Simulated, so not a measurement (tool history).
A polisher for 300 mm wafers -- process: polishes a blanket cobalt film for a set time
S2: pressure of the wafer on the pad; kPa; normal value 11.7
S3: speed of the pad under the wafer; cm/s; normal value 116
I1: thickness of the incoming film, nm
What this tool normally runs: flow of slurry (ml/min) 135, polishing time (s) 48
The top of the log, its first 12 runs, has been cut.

{"hour": 771.8, "done": "slurry nozzle cleaned"}
{"run": 13, "hour": 1000.0, "flow of slurry (ml/min)": 135, "S2": 14.5, "S3": 116, "polishing time (s)": 48, "I1": 679.1, "film removed (angstrom)": 2095}
{"hour": 1015.2, "done": "worn pad replaced by a new one"}
{"hour": 1023.5, "done": "head pressure recalibrated"}
{"run": 14, "hour": 1099.7, "flow of slurry (ml/min)": 135, "S2": 14.5, "S3": 116, "polishing time (s)": 48, "I1": 666.0, "film removed (angstrom)": 2353}
{"run": 15, "hour": 1150.0, "flow of slurry (ml/min)": 135, "S2": 8.3, "S3": 116, "polishing time (s)": 48, "I1": 687.4, "film removed (angstrom)": 1303}
{"run": 16, "hour": 1242.4, "flow of slurry (ml/min)": 135, "S2": 11.7, "S3": 116, "polishing time (s)": 48, "I1": 672.1, "film removed (angstrom)": 1763}
{"run": 17, "hour": 1302.3, "flow of slurry (ml/min)": 160, "S2": 11.7, "S3": 134, "polishing time (s)": 48, "I1": 675.8, "film removed (angstrom)": 1982}
{"run": 18, "hour": 1399.5, "flow of slurry (ml/min)": 135, "S2": 11.7, "S3": 116, "polishing time (s)": 33, "I1": 680.7, "film removed (angstrom)": 1171}
{"hour": 1404.1, "done": "slurry nozzle cleaned"}
{"run": 19, "hour": 1462.8, "flow of slurry (ml/min)": 95, "S2": 14.5, "S3": 98, "polishing time (s)": 48, "I1": 671.7, "film removed (angstrom)": 1789}
{"run": 20, "hour": 1556.4, "flow of slurry (ml/min)": 135, "S2": 9.0, "S3": 80, "polishing time (s)": 48, "I1": 685.4, "film removed (angstrom)": 1064}
{"hour": 1574.3, "done": "worn pad replaced by a new one"}
{"run": 21, "hour": 1599.4, "flow of slurry (ml/min)": 135, "S2": 11.7, "S3": 116, "polishing time (s)": 48, "I1": 675.3, "film removed (angstrom)": 1782}
{"hour": 1660.1, "done": "head pressure recalibrated"}
{"run": 22, "hour": 1671.1, "flow of slurry (ml/min)": 150, "S2": 11.7, "S3": 150, "polishing time (s)": 48, "I1": 672.6, "film removed (angstrom)": 2321}
{"run": 23, "hour": 1749.3, "flow of slurry (ml/min)": 135, "S2": 9.0, "S3": 116, "polishing time (s)": 38, "I1": 687.3, "film removed (angstrom)": 1116}
{"run": 24, "hour": 1837.2, "flow of slurry (ml/min)": 100, "S2": 11.7, "S3": 154, "polishing time (s)": 63, "I1": 682.6, "film removed (angstrom)": 2676}
{"run": 25, "hour": 1908.8, "flow of slurry (ml/min)": 170, "S2": 8.3, "S3": 134, "polishing time (s)": 48, "I1": 679.7, "film removed (angstrom)": 1456}
{"run": 26, "hour": 2006.1, "flow of slurry (ml/min)": 135, "S2": 11.7, "S3": 116, "polishing time (s)": 33, "I1": 665.2, "film removed (angstrom)": 1187}
{"run": 27, "hour": 2077.8, "flow of slurry (ml/min)": 120, "S2": 14.5, "S3": 84, "polishing time (s)": 41, "I1": 677.0, "film removed (angstrom)": 1481}
{"hour": 2141.8, "done": "slurry nozzle cleaned"}
{"run": 28, "hour": 2173.8, "flow of slurry (ml/min)": 135, "S2": 11.7, "S3": 116, "polishing time (s)": 48, "I1": 683.3, "film removed (angstrom)": 1769}
{"run": 29, "hour": 2240.1, "flow of slurry (ml/min)": 170, "S2": 11.7, "S3": 116, "polishing time (s)": 32, "I1": 667.2, "film removed (angstrom)": 1190}
{"hour": 2299.8, "done": "worn pad replaced by a new one"}
{"hour": 2316.6, "done": "head pressure recalibrated"}
{"run": 30, "hour": 2439.8, "flow of slurry (ml/min)": 160, "S2": 9.7, "S3": 128, "polishing time (s)": 62, "I1": 675.6, "film removed (angstrom)": 2222}
{"run": 31, "hour": 2475.8, "flow of slurry (ml/min)": 110, "S2": 15.2, "S3": 82, "polishing time (s)": 42, "I1": 684.6, "film removed (angstrom)": 1631}
{"run": 32, "hour": 2572.6, "flow of slurry (ml/min)": 135, "S2": 13.8, "S3": 106, "polishing time (s)": 48, "I1": 681.9, "film removed (angstrom)": 1954}
{"run": 33, "hour": 2621.6, "flow of slurry (ml/min)": 165, "S2": 11.7, "S3": 80, "polishing time (s)": 48, "I1": 683.8, "film removed (angstrom)": 1493}
{"run": 34, "hour": 2692.8, "flow of slurry (ml/min)": 135, "S2": 11.7, "S3": 116, "polishing time (s)": 48, "I1": 688.3, "film removed (angstrom)": 1754}
{"hour": 2743.2, "done": "slurry nozzle cleaned"}
{"run": 35, "hour": 2799.1, "flow of slurry (ml/min)": 125, "S2": 11.7, "S3": 86, "polishing time (s)": 48, "I1": 680.2, "film removed (angstrom)": 1445}
{"run": 36, "hour": 2900.2, "flow of slurry (ml/min)": 135, "S2": 11.7, "S3": 116, "polishing time (s)": 48, "I1": 679.9, "film removed (angstrom)": 1684}

Each row is a separate what-if for the run after 36, all from the same tool condition, not one after another. Results?
{"run": "A", "hour": 2900.6, "flow of slurry (ml/min)": 135, "S2": 11.7, "S3": 116, "polishing time (s)": 36, "I1": 682.6, "film removed (angstrom)": "?"}
{"run": "B", "hour": 2900.6, "flow of slurry (ml/min)": 135, "S2": 11.7, "S3": 116, "polishing time (s)": 31, "I1": 682.6, "film removed (angstrom)": "?"}
{"run": "C", "hour": 2900.6, "flow of slurry (ml/min)": 135, "S2": 13.1, "S3": 92, "polishing time (s)": 48, "I1": 682.6, "film removed (angstrom)": "?"}
{"run": "D", "hour": 2900.6, "flow of slurry (ml/min)": 120, "S2": 14.5, "S3": 116, "polishing time (s)": 48, "I1": 682.6, "film removed (angstrom)": "?"}
{"run": "E", "hour": 2900.6, "flow of slurry (ml/min)": 160, "S2": 11.7, "S3": 92, "polishing time (s)": 48, "I1": 682.6, "film removed (angstrom)": "?"}

run=A film_removed_(angstrom)=1271
run=B film_removed_(angstrom)=1095
run=C film_removed_(angstrom)=1645
run=D film_removed_(angstrom)=2039
run=E film_removed_(angstrom)=1521
Take away the tool's hidden state, keep each run's random variation, and the runs would have read:
run=A film_removed_(angstrom)=1450
run=B film_removed_(angstrom)=1248
run=C film_removed_(angstrom)=1876
run=D film_removed_(angstrom)=2325
run=E film_removed_(angstrom)=1734

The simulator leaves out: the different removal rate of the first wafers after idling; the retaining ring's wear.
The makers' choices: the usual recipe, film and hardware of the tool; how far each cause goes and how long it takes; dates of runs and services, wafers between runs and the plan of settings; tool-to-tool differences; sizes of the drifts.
